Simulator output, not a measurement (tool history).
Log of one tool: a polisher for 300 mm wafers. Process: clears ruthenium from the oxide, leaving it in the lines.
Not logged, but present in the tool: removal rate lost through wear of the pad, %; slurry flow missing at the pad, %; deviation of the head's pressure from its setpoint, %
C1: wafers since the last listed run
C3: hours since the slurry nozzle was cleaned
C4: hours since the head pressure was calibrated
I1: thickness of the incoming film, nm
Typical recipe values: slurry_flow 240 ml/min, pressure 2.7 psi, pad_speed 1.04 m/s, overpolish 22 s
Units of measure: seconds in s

{"run": 1, "hour": 0.0, "slurry_flow": 240, "pressure": 2.7, "pad_speed": 1.04, "overpolish": 26, "C1": 0, "wafers polished on this pad": 525, "C3": 360.1, "C4": 897.9, "I1": 215.8, "seconds": 135.1}
{"run": 2, "hour": 28.3, "slurry_flow": 240, "pressure": 2.7, "pad_speed": 1.04, "overpolish": 26, "C1": 232, "wafers polished on this pad": 757, "C3": 388.4, "C4": 926.2, "I1": 214.7, "seconds": 132.8}
{"run": 3, "hour": 52.9, "slurry_flow": 240, "pressure": 2.7, "pad_speed": 1.04, "overpolish": 26, "C1": 202, "wafers polished on this pad": 960, "C3": 413, "C4": 950.8, "I1": 218.2, "seconds": 134.2}
{"run": 4, "hour": 83.5, "slurry_flow": 240, "pressure": 2.7, "pad_speed": 1.04, "overpolish": 28, "C1": 251, "wafers polished on this pad": 1211, "C3": 443.6, "C4": 981.4, "I1": 215.3, "seconds": 134.2}
{"run": 5, "hour": 97.8, "slurry_flow": 240, "pressure": 2.7, "pad_speed": 0.9, "overpolish": 22, "C1": 117, "wafers polished on this pad": 1329, "C3": 457.9, "C4": 995.7, "I1": 214.1, "seconds": 146.9}
{"hour": 110.0, "done": "worn pad replaced by a new one"}
{"run": 6, "hour": 130.1, "slurry_flow": 240, "pressure": 2.4, "pad_speed": 1.04, "overpolish": 22, "C1": 232, "wafers polished on this pad": 165, "C3": 490.2, "C4": 1028, "I1": 215.4, "seconds": 149.5}
{"run": 7, "hour": 160.9, "slurry_flow": 240, "pressure": 2.4, "pad_speed": 1.04, "overpolish": 22, "C1": 253, "wafers polished on this pad": 418, "C3": 521, "C4": 1058.8, "I1": 217, "seconds": 150.1}
{"run": 8, "hour": 191.0, "slurry_flow": 240, "pressure": 2.4, "pad_speed": 1.04, "overpolish": 22, "C1": 247, "wafers polished on this pad": 665, "C3": 551.1, "C4": 1088.9, "I1": 213.2, "seconds": 149.9}
{"run": 9, "hour": 206.6, "slurry_flow": 240, "pressure": 2.7, "pad_speed": 1.04, "overpolish": 22, "C1": 128, "wafers polished on this pad": 794, "C3": 566.7, "C4": 1104.5, "I1": 210.3, "seconds": 132}
{"run": 10, "hour": 223.2, "slurry_flow": 240, "pressure": 3, "pad_speed": 1.12, "overpolish": 22, "C1": 136, "wafers polished on this pad": 930, "C3": 583.3, "C4": 1121.1, "I1": 215, "seconds": 118}
{"run": 11, "hour": 256.2, "slurry_flow": 240, "pressure": 2.7, "pad_speed": 1.04, "overpolish": 22, "C1": 271, "wafers polished on this pad": 1202, "C3": 616.3, "C4": 1154.1, "I1": 215.4, "seconds": 138.6}
{"hour": 280.2, "done": "head pressure recalibrated"}
{"run": 12, "hour": 280.7, "slurry_flow": 240, "pressure": 2.7, "pad_speed": 1.04, "overpolish": 22, "C1": 185, "wafers polished on this pad": 1387, "C3": 640.8, "C4": 0.5, "I1": 212.4, "seconds": 135.9}
{"hour": 286.4, "done": "worn pad replaced by a new one"}
{"run": 13, "hour": 300.1, "slurry_flow": 240, "pressure": 2.7, "pad_speed": 1.04, "overpolish": 22, "C1": 126, "wafers polished on this pad": 112, "C3": 660.2, "C4": 19.9, "I1": 215, "seconds": 137.1}
{"run": 14, "hour": 324.8, "slurry_flow": 240, "pressure": 2.7, "pad_speed": 1.04, "overpolish": 22, "C1": 203, "wafers polished on this pad": 315, "C3": 684.9, "C4": 44.6, "I1": 216.6, "seconds": 139.1}
{"run": 15, "hour": 351.2, "slurry_flow": 240, "pressure": 2.7, "pad_speed": 1.04, "overpolish": 22, "C1": 217, "wafers polished on this pad": 532, "C3": 711.3, "C4": 71, "I1": 216.7, "seconds": 140.6}
{"run": 16, "hour": 365.7, "slurry_flow": 240, "pressure": 2.7, "pad_speed": 1.04, "overpolish": 22, "C1": 119, "wafers polished on this pad": 652, "C3": 725.8, "C4": 85.5, "I1": 216.9, "seconds": 141.4}
{"run": 17, "hour": 399.3, "slurry_flow": 240, "pressure": 2, "pad_speed": 1.04, "overpolish": 22, "C1": 276, "wafers polished on this pad": 928, "C3": 759.4, "C4": 119.1, "I1": 213.2, "seconds": 182}
{"hour": 418.1, "done": "slurry nozzle cleaned"}
{"run": 18, "hour": 434.0, "slurry_flow": 240, "pressure": 2.7, "pad_speed": 1.04, "overpolish": 33, "C1": 277, "wafers polished on this pad": 1205, "C3": 15.9, "C4": 153.8, "I1": 215.7, "seconds": 131.9}
{"run": 19, "hour": 452.0, "slurry_flow": 240, "pressure": 2.7, "pad_speed": 1.04, "overpolish": 22, "C1": 148, "wafers polished on this pad": 1353, "C3": 33.9, "C4": 171.8, "I1": 216.5, "seconds": 131.8}
{"hour": 461.9, "done": "worn pad replaced by a new one"}
{"run": 20, "hour": 486.4, "slurry_flow": 240, "pressure": 2.5, "pad_speed": 1.04, "overpolish": 9, "C1": 249, "wafers polished on this pad": 201, "C3": 68.3, "C4": 206.2, "I1": 217.5, "seconds": 144.8}
{"run": 21, "hour": 502.1, "slurry_flow": 240, "pressure": 2.4, "pad_speed": 0.88, "overpolish": 22, "C1": 129, "wafers polished on this pad": 330, "C3": 84, "C4": 221.9, "I1": 211.3, "seconds": 160.1}
{"run": 22, "hour": 526.8, "slurry_flow": 240, "pressure": 2.7, "pad_speed": 0.76, "overpolish": 22, "C1": 203, "wafers polished on this pad": 533, "C3": 108.7, "C4": 246.6, "I1": 212.8, "seconds": 160.2}
{"run": 23, "hour": 545.9, "slurry_flow": 240, "pressure": 3.1, "pad_speed": 1.04, "overpolish": 27, "C1": 157, "wafers polished on this pad": 690, "C3": 127.8, "C4": 265.7, "I1": 215, "seconds": 115.6}
{"run": 24, "hour": 559.0, "slurry_flow": 310, "pressure": 2.7, "pad_speed": 0.7, "overpolish": 9, "C1": 107, "wafers polished on this pad": 798, "C3": 140.9, "C4": 278.8, "I1": 212.7, "seconds": 163.7}
{"run": 25, "hour": 586.2, "slurry_flow": 170, "pressure": 2.9, "pad_speed": 0.72, "overpolish": 11, "C1": 223, "wafers polished on this pad": 1022, "C3": 168.1, "C4": 306, "I1": 216.1, "seconds": 164.1}
{"run": 26, "hour": 606.3, "slurry_flow": 270, "pressure": 2.7, "pad_speed": 1.04, "overpolish": 11, "C1": 165, "wafers polished on this pad": 1187, "C3": 188.2, "C4": 326.1, "I1": 214.1, "seconds": 128.8}
{"hour": 630.1, "done": "worn pad replaced by a new one"}
{"run": 27, "hour": 635.1, "slurry_flow": 240, "pressure": 2.7, "pad_speed": 1.04, "overpolish": 22, "C1": 203, "wafers polished on this pad": 41, "C3": 217, "C4": 354.9, "I1": 216.6, "seconds": 131.8}
{"run": 28, "hour": 715.9, "slurry_flow": 275, "pressure": 3.1, "pad_speed": 1.04, "overpolish": 22, "C1": 664, "wafers polished on this pad": 705, "C3": 297.8, "C4": 435.7, "I1": 213.6, "seconds": 114.9}
{"run": 29, "hour": 730.8, "slurry_flow": 240, "pressure": 2.7, "pad_speed": 1.04, "overpolish": 22, "C1": 122, "wafers polished on this pad": 828, "C3": 312.7, "C4": 450.6, "I1": 215.1, "seconds": 129.9}
{"run": 30, "hour": 754.0, "slurry_flow": 160, "pressure": 2.2, "pad_speed": 1.16, "overpolish": 31, "C1": 190, "wafers polished on this pad": 1018, "C3": 335.9, "C4": 473.8, "I1": 214.9, "seconds": 159}
{"run": 31, "hour": 787.2, "slurry_flow": 215, "pressure": 2.7, "pad_speed": 0.86, "overpolish": 22, "C1": 273, "wafers polished on this pad": 1291, "C3": 369.1, "C4": 507, "I1": 217.1, "seconds": 154.4}
{"hour": 802.2, "done": "worn pad replaced by a new one"}
{"run": 32, "hour": 804.5, "slurry_flow": 200, "pressure": 2.7, "pad_speed": 1.04, "overpolish": 33, "C1": 109, "wafers polished on this pad": 19, "C3": 386.4, "C4": 524.3, "I1": 218.3, "seconds": 137.9}
{"run": 33, "hour": 816.6, "slurry_flow": 270, "pressure": 2.7, "pad_speed": 1.04, "overpolish": 32, "C1": 99, "wafers polished on this pad": 118, "C3": 398.5, "C4": 536.4, "I1": 212.3, "seconds": 130.9}
{"run": 34, "hour": 850.7, "slurry_flow": 315, "pressure": 2.4, "pad_speed": 0.7, "overpolish": 26, "C1": 280, "wafers polished on this pad": 399, "C3": 432.6, "C4": 570.5, "I1": 218, "seconds": 184}
{"run": 35, "hour": 881.5, "slurry_flow": 270, "pressure": 2.7, "pad_speed": 1.04, "overpolish": 11, "C1": 253, "wafers polished on this pad": 652, "C3": 463.4, "C4": 601.3, "I1": 212.9, "seconds": 128.2}

What if the next run were any one of these 3? Each begins from the tool's condition after run 35:
{"run": "A", "hour": 882.0, "slurry_flow": 240, "pressure": 2.7, "pad_speed": 1.04, "overpolish": 22, "C1": 4, "wafers polished on this pad": 656, "C3": 463.9, "C4": 601.8, "I1": 217.4, "seconds": "?"}
{"run": "B", "hour": 882.0, "slurry_flow": 200, "pressure": 3.6, "pad_speed": 1.04, "overpolish": 12, "C1": 4, "wafers polished on this pad": 656, "C3": 463.9, "C4": 601.8, "I1": 217.4, "seconds": "?"}
{"run": "C", "hour": 882.0, "slurry_flow": 260, "pressure": 1.9, "pad_speed": 1.04, "overpolish": 22, "C1": 4, "wafers polished on this pad": 656, "C3": 463.9, "C4": 601.8, "I1": 217.4, "seconds": "?"}

run=A seconds=135.4
run=B seconds=107.4
run=C seconds=182.2
What these runs would have given with no unlogged condition in the tool:
run=A seconds=132.7
run=B seconds=104.8
run=C seconds=178.8
